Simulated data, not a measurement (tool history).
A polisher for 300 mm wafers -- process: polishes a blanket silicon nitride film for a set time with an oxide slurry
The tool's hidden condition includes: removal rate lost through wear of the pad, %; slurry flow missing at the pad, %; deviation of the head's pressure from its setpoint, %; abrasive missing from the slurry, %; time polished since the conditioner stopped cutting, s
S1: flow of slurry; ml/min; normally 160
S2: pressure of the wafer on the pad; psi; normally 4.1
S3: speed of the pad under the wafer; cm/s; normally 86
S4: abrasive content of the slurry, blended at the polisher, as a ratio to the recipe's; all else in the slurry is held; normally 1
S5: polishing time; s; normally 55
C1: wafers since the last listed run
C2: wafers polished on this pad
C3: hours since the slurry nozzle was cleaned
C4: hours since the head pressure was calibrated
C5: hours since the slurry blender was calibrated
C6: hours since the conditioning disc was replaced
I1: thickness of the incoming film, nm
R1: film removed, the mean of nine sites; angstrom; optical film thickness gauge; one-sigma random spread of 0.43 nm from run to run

Run 1, hour 0: usual settings; C1 0; C2 1766; C3 41.3; C4 85.9; C5 13.7; C6 179.7; I1 368.4. Result: R1 287 angstrom.
Run 2, hour 37.2: usual settings; C1 496; C2 2263; C3 78.5; C4 123.1; C5 50.9; C6 216.9; I1 373.7. Result: R1 277 angstrom.
Run 3, hour 99: usual settings but S1 195 ml/min; C1 825; C2 3088; C3 140.3; C4 184.9; C5 112.7; C6 278.7; I1 373.2. Result: R1 298 angstrom.
Run 4, hour 160: usual settings but S3 68 cm/s; C1 814; C2 3903; C3 201.3; C4 245.9; C5 173.7; C6 339.7; I1 372.8. Result: R1 246 angstrom.
Run 5, hour 191.1: usual settings; C1 415; C2 4319; C3 232.4; C4 277; C5 204.8; C6 370.8; I1 365.5. Result: R1 284 angstrom.
At hour 258.9: conditioning disc replaced and pad reconditioned.
At hour 331.2: worn pad replaced by a new one.
Run 6, hour 347.3: usual settings but S1 115 ml/min, S2 5.1 psi, S3 72 cm/s, S4 0.75; C1 2006; C2 214; C3 388.6; C4 433.2; C5 361; C6 88.4; I1 365.3. Result: R1 254 angstrom.
Run 7, hour 406.8: usual settings; C1 794; C2 1009; C3 448.1; C4 492.7; C5 420.5; C6 147.9; I1 363.8. Result: R1 288 angstrom.
At hour 417: slurry blender recalibrated.
Run 8, hour 461.1: usual settings but S2 4.5 psi, S5 41 s; C1 698; C2 1707; C3 502.4; C4 547; C5 44.1; C6 202.2; I1 369.8. Result: R1 230 angstrom.
At hour 517: slurry nozzle cleaned.
Run 9, hour 529.9: usual settings but S3 78 cm/s, S4 1.2; C1 905; C2 2613; C3 12.9; C4 615.8; C5 112.9; C6 271; I1 366.7. Result: R1 289 angstrom.
Run 10, hour 597.2: usual settings; C1 898; C2 3512; C3 80.2; C4 683.1; C5 180.2; C6 338.3; I1 372.9. Result: R1 274 angstrom.
Run 11, hour 649.4: usual settings but S2 4.9 psi; C1 697; C2 4209; C3 132.4; C4 735.3; C5 232.4; C6 390.5; I1 374.7. Result: R1 327 angstrom.
Run 12, hour 720.2: usual settings; C1 945; C2 5155; C3 203.2; C4 806.1; C5 303.2; C6 461.3; I1 372.5. Result: R1 273 angstrom.
At hour 742.3: conditioning disc replaced and pad reconditioned.
At hour 770.9: worn pad replaced by a new one.
Run 13, hour 785.8: usual settings but S1 205 ml/min, S2 2.9 psi, S3 60 cm/s; C1 796; C2 199; C3 268.8; C4 871.7; C5 368.8; C6 43.5; I1 369.3. Result: R1 180 angstrom.
Run 14, hour 855.3: usual settings but S1 205 ml/min, S3 112 cm/s; C1 928; C2 1128; C3 338.3; C4 941.2; C5 438.3; C6 113; I1 370.7. Result: R1 363 angstrom.
At hour 919.9: slurry blender recalibrated.
Run 15, hour 920.4: usual settings but S2 3.2 psi, S3 72 cm/s, S5 40 s; C1 842; C2 1970; C3 403.4; C4 1006.3; C5 0.5; C6 178.1; I1 371.2. Result: R1 150 angstrom.
Run 16, hour 975.2: usual settings; C1 731; C2 2702; C3 458.2; C4 1061.1; C5 55.3; C6 232.9; I1 367.3. Result: R1 284 angstrom.
At hour 984.6: slurry nozzle cleaned.
Run 17, hour 1009.4: usual settings; C1 443; C2 3146; C3 24.8; C4 1095.3; C5 89.5; C6 267.1; I1 364.3. Result: R1 282 angstrom.
Run 18, hour 1056.4: usual settings but S3 106 cm/s; C1 627; C2 3774; C3 71.8; C4 1142.3; C5 136.5; C6 314.1; I1 370.9. Result: R1 323 angstrom.
Run 19, hour 1096.5: usual settings; C1 535; C2 4309; C3 111.9; C4 1182.4; C5 176.6; C6 354.2; I1 374.3. Result: R1 277 angstrom.
Run 20, hour 1136.7: usual settings but S4 1.3; C1 536; C2 4846; C3 152.1; C4 1222.6; C5 216.8; C6 394.4; I1 367.9. Result: R1 307 angstrom.
At hour 1197.9: head pressure recalibrated.
Run 21, hour 1198.6: usual settings; C1 800; C2 5646; C3 214; C4 0.7; C5 278.7; C6 456.3; I1 367.9. Result: R1 266 angstrom.
At hour 1230.8: worn pad replaced by a new one.
Run 22, hour 1232.3: usual settings but S1 105 ml/min, S2 3 psi, S4 1.3, S5 66 s; C1 396; C2 20; C3 247.7; C4 34.4; C5 312.4; C6 490; I1 363.4. Result: R1 248 angstrom.
At hour 1255.5: conditioning disc replaced and pad reconditioned.
Run 23, hour 1297.5: usual settings; C1 844; C2 864; C3 312.9; C4 99.6; C5 377.6; C6 42; I1 366.7. Result: R1 282 angstrom.
Run 24, hour 1359.7: usual settings but S1 110 ml/min, S5 40 s; C1 830; C2 1695; C3 375.1; C4 161.8; C5 439.8; C6 104.2; I1 369.1. Result: R1 190 angstrom.

Below are 5 alternative next runs, each starting from the tool's condition after run 24. Predict each:
Run A, hour 1360.1: usual settings; C1 5; C2 1700; C3 375.5; C4 162.2; C5 440.2; C6 104.6; I1 370. Result: R1 ?.
Run B, hour 1360.1: usual settings but S2 5.3 psi; C1 5; C2 1700; C3 375.5; C4 162.2; C5 440.2; C6 104.6; I1 370. Result: R1 ?.
Run C, hour 1360.1: usual settings but S4 1.1; C1 5; C2 1700; C3 375.5; C4 162.2; C5 440.2; C6 104.6; I1 370. Result: R1 ?.
Run D, hour 1360.1: usual settings but S1 125 ml/min, S2 3 psi, S5 63 s; C1 5; C2 1700; C3 375.5; C4 162.2; C5 440.2; C6 104.6; I1 370. Result: R1 ?.
Run E, hour 1360.1: usual settings but S3 114 cm/s, S5 68 s; C1 5; C2 1700; C3 375.5; C4 162.2; C5 440.2; C6 104.6; I1 370. Result: R1 ?.

run   R1
  A  290
  B  367
  C  303
  D  238
  E  429
Without the tool's hidden state the same runs would have given:
run   R1
  A  302
  B  386
  C  315
  D  246
  E  451

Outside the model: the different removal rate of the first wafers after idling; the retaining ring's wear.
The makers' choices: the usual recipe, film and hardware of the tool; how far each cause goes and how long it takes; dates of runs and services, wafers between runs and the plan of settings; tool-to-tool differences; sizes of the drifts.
